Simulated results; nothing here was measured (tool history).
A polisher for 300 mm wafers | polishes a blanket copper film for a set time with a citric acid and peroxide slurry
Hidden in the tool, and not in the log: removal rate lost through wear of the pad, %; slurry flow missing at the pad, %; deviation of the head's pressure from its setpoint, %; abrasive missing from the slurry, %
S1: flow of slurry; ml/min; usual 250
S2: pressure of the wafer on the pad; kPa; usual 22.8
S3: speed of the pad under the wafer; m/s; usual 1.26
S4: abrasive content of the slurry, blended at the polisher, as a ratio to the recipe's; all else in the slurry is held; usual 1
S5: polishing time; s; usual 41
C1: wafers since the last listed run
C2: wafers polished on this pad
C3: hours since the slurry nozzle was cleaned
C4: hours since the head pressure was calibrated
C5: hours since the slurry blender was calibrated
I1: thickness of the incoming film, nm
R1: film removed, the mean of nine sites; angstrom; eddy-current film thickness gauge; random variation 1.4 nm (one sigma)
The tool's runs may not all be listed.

Run 1, day 0: usual settings; C1 0; C2 2497; C3 18.7; C4 1196.6; C5 186.2; I1 907.7. Result: R1 1169 angstrom.
Run 2, day 2.179: usual settings; C1 332; C2 2830; C3 71; C4 1248.9; C5 238.5; I1 920.9. Result: R1 1143 angstrom.
Run 3, day 3.867: usual settings; C1 257; C2 3088; C3 111.5; C4 1289.4; C5 279; I1 921.8. Result: R1 1135 angstrom.
At day 6.388: worn pad replaced by a new one.
Run 4, day 6.483: usual settings; C1 374; C2 14; C3 174.3; C4 1352.2; C5 341.8; I1 916.4. Result: R1 1126 angstrom.
At day 8.912: head pressure recalibrated.
Run 5, day 14.267: usual settings; C1 1176; C2 1191; C3 361.1; C4 128.5; C5 528.6; I1 910.9. Result: R1 1028 angstrom.
At day 14.621: slurry blender recalibrated.
Run 6, day 15.742: usual settings; C1 212; C2 1403; C3 396.5; C4 163.9; C5 26.9; I1 896.9. Result: R1 1176 angstrom.
Run 7, day 18.654: usual settings but S2 24.8 kPa, S4 1.2; C1 444; C2 1848; C3 466.4; C4 233.8; C5 96.8; I1 924.3. Result: R1 1281 angstrom.
At day 19.779: slurry nozzle cleaned.
Run 8, day 19.8: usual settings but S1 180 ml/min, S2 20.7 kPa, S4 1.25; C1 168; C2 2017; C3 0.5; C4 261.3; C5 124.3; I1 900.3. Result: R1 1099 angstrom.
Run 9, day 21.529: usual settings but S2 18.6 kPa, S3 0.88 m/s; C1 264; C2 2281; C3 42; C4 302.8; C5 165.8; I1 919.3. Result: R1 683 angstrom.
Run 10, day 23.092: usual settings; C1 238; C2 2520; C3 79.5; C4 340.3; C5 203.3; I1 910.4. Result: R1 1136 angstrom.
Run 11, day 25.317: usual settings but S3 0.88 m/s, S4 0.8; C1 339; C2 2860; C3 132.9; C4 393.7; C5 256.7; I1 928.4. Result: R1 730 angstrom.
At day 26.704: worn pad replaced by a new one.
Run 12, day 28.304: usual settings; C1 430; C2 244; C3 204.6; C4 465.4; C5 328.4; I1 930.5. Result: R1 1108 angstrom.
Run 13, day 30.133: usual settings but S5 31 s; C1 279; C2 523; C3 248.5; C4 509.3; C5 372.3; I1 905.8. Result: R1 827 angstrom.
Run 14, day 32.188: usual settings but S1 160 ml/min; C1 313; C2 837; C3 297.8; C4 558.6; C5 421.6; I1 910.5. Result: R1 1011 angstrom.
Run 15, day 34.267: usual settings; C1 317; C2 1155; C3 347.7; C4 608.5; C5 471.5; I1 909.9. Result: R1 1033 angstrom.
Run 16, day 35.679: usual settings but S1 205 ml/min, S4 1.3, S5 35 s; C1 215; C2 1370; C3 381.6; C4 642.4; C5 505.4; I1 917.8. Result: R1 931 angstrom.
At day 37.575: slurry blender recalibrated.
At day 37.896: slurry nozzle cleaned.
Run 17, day 38.429: usual settings; C1 401; C2 1771; C3 12.8; C4 708.4; C5 20.5; I1 926.2. Result: R1 1128 angstrom.
Run 18, day 39.979: usual settings but S4 1.1; C1 236; C2 2008; C3 50; C4 745.6; C5 57.7; I1 915.3. Result: R1 1192 angstrom.
Run 19, day 42.65: usual settings but S3 1.46 m/s, S4 0.75, S5 33 s; C1 408; C2 2416; C3 114.1; C4 809.7; C5 121.8; I1 908.7. Result: R1 999 angstrom.
Run 20, day 44.596: usual settings; C1 297; C2 2713; C3 160.8; C4 856.4; C5 168.5; I1 916.7. Result: R1 1145 angstrom.
At day 45.342: worn pad replaced by a new one.
Run 21, day 47.517: usual settings but S2 17.2 kPa; C1 420; C2 332; C3 230.9; C4 926.5; C5 238.6; I1 917. Result: R1 924 angstrom.
Run 22, day 49.383: usual settings but S3 1.58 m/s, S4 1.2, S5 48 s; C1 285; C2 617; C3 275.7; C4 971.3; C5 283.4; I1 918.6. Result: R1 1737 angstrom.
Run 23, day 50.521: usual settings but S1 300 ml/min, S2 25.5 kPa, S3 1.06 m/s, S5 37 s; C1 173; C2 791; C3 303; C4 998.6; C5 310.7; I1 910.9. Result: R1 946 angstrom.
Run 24, day 51.675: usual settings but S5 35 s; C1 176; C2 967; C3 330.7; C4 1026.3; C5 338.4; I1 910.5. Result: R1 979 angstrom.
Run 25, day 52.962: usual settings; C1 196; C2 1164; C3 361.6; C4 1057.2; C5 369.3; I1 913.3. Result: R1 1101 angstrom.
At day 54.379: head pressure recalibrated.
Run 26, day 54.4: usual settings but S1 305 ml/min; C1 206; C2 1371; C3 396.1; C4 0.5; C5 403.8; I1 890.9. Result: R1 1113 angstrom.
Run 27, day 55.908: usual settings but S1 320 ml/min, S3 0.94 m/s, S4 1.25, S5 31 s; C1 230; C2 1601; C3 432.3; C4 36.7; C5 440; I1 915.8. Result: R1 669 angstrom.
Run 28, day 57.562: usual settings but S1 175 ml/min, S2 30.3 kPa; C1 252; C2 1854; C3 472; C4 76.4; C5 479.7; I1 901.8. Result: R1 1285 angstrom.
Run 29, day 59.65: usual settings but S3 1.52 m/s, S4 1.25; C1 318; C2 2173; C3 522.1; C4 126.5; C5 529.8; I1 915.4. Result: R1 1337 angstrom.

Run 30 comes next. What will it give?
At day 60.221: slurry blender recalibrated.
At day 60.721: slurry nozzle cleaned.
Run 30, day 62.017: usual settings; C1 342; C2 2515; C3 31.1; C4 183.3; C5 43.1; I1 913.6. Result: R1 ?.

R1: 1153 angstrom
Without the tool's hidden state the same run would have given R1 1161 angstrom.

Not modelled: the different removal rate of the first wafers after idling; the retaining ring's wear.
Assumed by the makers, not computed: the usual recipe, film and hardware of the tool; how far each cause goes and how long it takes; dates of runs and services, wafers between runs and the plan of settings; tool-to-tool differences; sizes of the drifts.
